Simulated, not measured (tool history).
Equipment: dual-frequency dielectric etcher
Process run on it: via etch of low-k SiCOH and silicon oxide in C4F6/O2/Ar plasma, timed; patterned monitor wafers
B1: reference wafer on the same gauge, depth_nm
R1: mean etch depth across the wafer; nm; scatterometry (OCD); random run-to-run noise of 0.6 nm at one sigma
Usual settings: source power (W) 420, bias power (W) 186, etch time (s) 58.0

Run 1, hour 0.0: usual settings but bias power (W) 205; B1 177.1. Result: R1 172.1 nm.
Run 2, hour 70.7: usual settings; B1 177.0. Result: R1 163.9 nm.
Run 3, hour 100.5: usual settings but etch time (s) 54.0; B1 177.0. Result: R1 152.7 nm.
Run 4, hour 147.2: usual settings but etch time (s) 54.0; B1 176.8. Result: R1 153.9 nm.
At hour 186.5: source power generator calibrated.
Run 5, hour 301.0: usual settings but etch time (s) 54.0; B1 176.9. Result: R1 154.3 nm.
Run 6, hour 345.3: usual settings; B1 177.0. Result: R1 165.6 nm.
At hour 370.9: wet clean of the chamber.
Run 7, hour 533.3: usual settings; B1 177.0. Result: R1 164.1 nm.
Run 8, hour 599.4: usual settings; B1 176.9. Result: R1 164.4 nm.
Run 9, hour 628.4: usual settings; B1 177.0. Result: R1 164.3 nm.
Run 10, hour 658.1: usual settings but source power (W) 380, bias power (W) 217, etch time (s) 74.5; B1 176.9. Result: R1 221.7 nm.
Run 11, hour 739.8: usual settings but source power (W) 520, bias power (W) 199; B1 177.1. Result: R1 182.1 nm.
Run 12, hour 785.5: usual settings; B1 177.0. Result: R1 163.1 nm.
At hour 796.2: bias power generator calibrated.
At hour 827.1: gauge calibrated.
Run 13, hour 836.2: usual settings; B1 176.9. Result: R1 169.2 nm.
Run 14, hour 866.3: usual settings but bias power (W) 155, etch time (s) 42.0; B1 176.8. Result: R1 111.7 nm.
Run 15, hour 934.3: usual settings but source power (W) 490, bias power (W) 149, etch time (s) 64.5; B1 177.1. Result: R1 177.3 nm.
At hour 971.7: upper electrode replaced.
Run 16, hour 972.2: usual settings but source power (W) 500, etch time (s) 42.0; B1 177.1. Result: R1 130.5 nm.
At hour 1010.7: wet clean of the chamber.
Run 17, hour 1011.2: usual settings but source power (W) 360, bias power (W) 163; B1 177.1. Result: R1 148.4 nm.
Run 18, hour 1036.6: usual settings but source power (W) 390, bias power (W) 167, etch time (s) 41.5; B1 176.8. Result: R1 110.2 nm.
Run 19, hour 1072.5: usual settings but source power (W) 490, bias power (W) 162; B1 176.9. Result: R1 162.2 nm.
Run 20, hour 1106.1: usual settings but source power (W) 330, bias power (W) 147, etch time (s) 75.0; B1 177.0. Result: R1 178.4 nm.
Run 21, hour 1173.8: usual settings; B1 176.9. Result: R1 167.5 nm.
Run 22, hour 1223.1: usual settings but source power (W) 390, bias power (W) 223, etch time (s) 42.5; B1 177.0. Result: R1 131.0 nm.
Run 23, hour 1278.8: usual settings but source power (W) 450, bias power (W) 163, etch time (s) 73.5; B1 176.8. Result: R1 202.4 nm.
Run 24, hour 1334.1: usual settings; B1 177.0. Result: R1 168.7 nm.
Run 25, hour 1399.9: usual settings but source power (W) 450, etch time (s) 68.0; B1 177.1. Result: R1 202.6 nm.
Run 26, hour 1468.6: usual settings; B1 177.3. Result: R1 170.0 nm.
Run 27, hour 1517.8: usual settings but etch time (s) 54.0; B1 177.1. Result: R1 156.6 nm.
Run 28, hour 1574.4: usual settings but source power (W) 490, bias power (W) 230; B1 177.0. Result: R1 196.9 nm.

Some steps in R1, run to run, broken into two amounts with sign: the step expected even without the hidden condition (settings, incoming material, random variation), and the rest, left for the hidden condition together with whatever gauge scatter is not in both the measured and the hidden-condition-free result:
The tool's hidden condition here consists of: etch rate over this chamber's usual, %; source power that arrives over what is set, %; bias power that arrives over what is set, %; gauge reads high (%).
Run 12 -> 13: bias power generator calibrated, gauge calibrated. R1 +6.1 nm: hidden state +5.6, all else +0.5.
Run 14 -> 15: source power (W) 420 -> 490, bias power (W) 155 -> 149, etch time (s) 42.0 -> 64.5. R1 +65.6 nm: hidden state +1.7, all else +63.9.
Run 16 -> 17: source power (W) 500 -> 360, bias power (W) 186 -> 163, etch time (s) 42.0 -> 58.0, wet clean of the chamber. R1 +17.9 nm: hidden state -3.3, all else +21.2.
Run 22 -> 23: source power (W) 390 -> 450, bias power (W) 223 -> 163, etch time (s) 42.5 -> 73.5. R1 +71.4 nm: hidden state +0.8, all else +70.6.
